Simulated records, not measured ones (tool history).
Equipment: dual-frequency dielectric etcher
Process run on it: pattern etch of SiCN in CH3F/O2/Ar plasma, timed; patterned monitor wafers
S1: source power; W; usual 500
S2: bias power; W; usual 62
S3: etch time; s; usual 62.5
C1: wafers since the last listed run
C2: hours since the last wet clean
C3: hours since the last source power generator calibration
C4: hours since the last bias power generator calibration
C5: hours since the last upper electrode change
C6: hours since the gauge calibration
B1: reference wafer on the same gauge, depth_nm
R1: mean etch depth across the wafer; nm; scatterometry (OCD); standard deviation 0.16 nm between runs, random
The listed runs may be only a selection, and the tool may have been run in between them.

| run | hour | S1 | S2 | S3 | C1 | C2 | C3 | C4 | C5 | C6 | B1 | R1 |
|---|---|---|---|---|---|---|---|---|---|---|---|---|
| 1 | 0 | 500 | 62 | 62.5 | 0 | 173.8 | 1434.8 | 635 | 3219.1 | 33.2 | 22.58 | 23.05 |
| 2 | 44.9 | 500 | 62 | 62.5 | 619 | 218.7 | 1479.7 | 679.9 | 3264 | 78.1 | 22.67 | 23.09 |
| 3 | 99.8 | 500 | 62 | 62.5 | 757 | 273.6 | 1534.6 | 734.8 | 3318.9 | 133 | 22.58 | 23.62 |
| 4 | 133.6 | 440 | 62 | 62.5 | 466 | 307.4 | 1568.4 | 768.6 | 3352.7 | 166.8 | 22.65 | 21.83 |
| 5 | 203.7 | 440 | 62 | 62.5 | 966 | 377.5 | 1638.5 | 838.7 | 3422.8 | 236.9 | 22.63 | 21.86 |
|  | 258.2 | wet clean of the chamber |
| 6 | 263.8 | 440 | 62 | 62.5 | 497 | 5.6 | 1698.6 | 898.8 | 3482.9 | 297 | 22.69 | 22.36 |
| 7 | 322.6 | 500 | 62 | 62.5 | 811 | 64.4 | 1757.4 | 957.6 | 3541.7 | 355.8 | 22.71 | 23.61 |
| 8 | 379.7 | 500 | 62 | 62.5 | 787 | 121.5 | 1814.5 | 1014.7 | 3598.8 | 412.9 | 22.71 | 23.53 |
|  | 516.1 | source power generator calibrated |
| 9 | 567.9 | 450 | 68 | 62.5 | 2540 | 309.7 | 51.8 | 1202.9 | 3787 | 601.1 | 22.91 | 23.42 |
| 10 | 604.8 | 530 | 49 | 62.5 | 509 | 346.6 | 88.7 | 1239.8 | 3823.9 | 638 | 22.96 | 22.58 |
| 11 | 660.5 | 530 | 49 | 62.5 | 768 | 402.3 | 144.4 | 1295.5 | 3879.6 | 693.7 | 22.96 | 22.85 |
|  | 689.1 | wet clean of the chamber |
|  | 694.7 | upper electrode replaced |
| 12 | 716.4 | 530 | 49 | 62.5 | 363 | 27.3 | 200.3 | 1351.4 | 21.7 | 749.6 | 23.09 | 22.66 |
| 13 | 742.8 | 420 | 62 | 62.5 | 364 | 53.7 | 226.7 | 1377.8 | 48.1 | 776 | 23.06 | 22.4 |
| 14 | 805.2 | 410 | 51 | 80 | 860 | 116.1 | 289.1 | 1440.2 | 110.5 | 838.4 | 23.21 | 27.1 |
| 15 | 866.5 | 460 | 54 | 73 | 845 | 177.4 | 350.4 | 1501.5 | 171.8 | 899.7 | 23.32 | 25.98 |
| 16 | 936.2 | 460 | 62 | 76.5 | 961 | 247.1 | 420.1 | 1571.2 | 241.5 | 969.4 | 23.47 | 28.82 |
| 17 | 962.3 | 420 | 54 | 52.5 | 360 | 273.2 | 446.2 | 1597.3 | 267.6 | 995.5 | 23.43 | 18.18 |
|  | 966.4 | bias power generator calibrated |
|  | 971.2 | gauge calibrated |
| 18 | 1008.5 | 500 | 62 | 62.5 | 582 | 319.4 | 492.4 | 42.1 | 313.8 | 37.3 | 22.73 | 23.37 |
| 19 | 1067.9 | 500 | 62 | 68.5 | 819 | 378.8 | 551.8 | 101.5 | 373.2 | 96.7 | 22.65 | 25.96 |
| 20 | 1096.3 | 590 | 57 | 46 | 391 | 407.2 | 580.2 | 129.9 | 401.6 | 125.1 | 22.71 | 18 |
|  | 1139.1 | wet clean of the chamber |
| 21 | 1139.6 | 500 | 62 | 68.5 | 266 | 0.5 | 623.5 | 173.2 | 444.9 | 168.4 | 22.71 | 25.44 |
| 22 | 1201 | 500 | 62 | 50.5 | 846 | 61.9 | 684.9 | 234.6 | 506.3 | 229.8 | 22.7 | 18.84 |
| 23 | 1259 | 500 | 62 | 49 | 800 | 119.9 | 742.9 | 292.6 | 564.3 | 287.8 | 22.76 | 18.33 |
| 24 | 1309 | 500 | 62 | 62.5 | 689 | 169.9 | 792.9 | 342.6 | 614.3 | 337.8 | 22.73 | 23.33 |
| 25 | 1404.3 | 620 | 75 | 62.5 | 1314 | 265.2 | 888.2 | 437.9 | 709.6 | 433.1 | 22.86 | 27.01 |
| 26 | 1517.4 | 440 | 72 | 55.5 | 1560 | 378.3 | 1001.3 | 551 | 822.7 | 546.2 | 22.87 | 20.79 |
|  | 1567.6 | wet clean of the chamber |
| 27 | 1568.1 | 500 | 56 | 72 | 368 | 0.5 | 1052 | 601.7 | 873.4 | 596.9 | 23 | 26.64 |

How the hidden state differs across the entries between the runs, from the last listed run before each to the first after it:
In the gap between runs 5 and 6: wet clean of the chamber (hour 258.2)
  gauge reads high (%): 0.229 -> 0.349
  measured result minus the result with no hidden state, R1: +0.05 -> +0.08 nm
In the gap between runs 8 and 9: source power generator calibrated (hour 516.1)
  gauge reads high (%): 0.657 -> 1.37
  measured result minus the result with no hidden state, R1: +0.16 -> +0.32 nm
In the gap between runs 11 and 12: wet clean of the chamber (hour 689.1); upper electrode replaced (hour 694.7)
  gauge reads high (%): 1.82 -> 2.12
  measured result minus the result with no hidden state, R1: +0.4 -> +0.47 nm
In the gap between runs 17 and 18: bias power generator calibrated (hour 966.4); gauge calibrated (hour 971.2)
  gauge reads high (%): 3.73 -> 0.344
  measured result minus the result with no hidden state, R1: +0.65 -> +0.08 nm
In the gap between runs 20 and 21: wet clean of the chamber (hour 1139.1)
  gauge reads high (%): 0.397 -> 0.445
  measured result minus the result with no hidden state, R1: +0.07 -> +0.11 nm
In the gap between runs 26 and 27: wet clean of the chamber (hour 1567.6)
  gauge reads high (%): 1.46 -> 1.67
  measured result minus the result with no hidden state, R1: +0.3 -> +0.44 nm
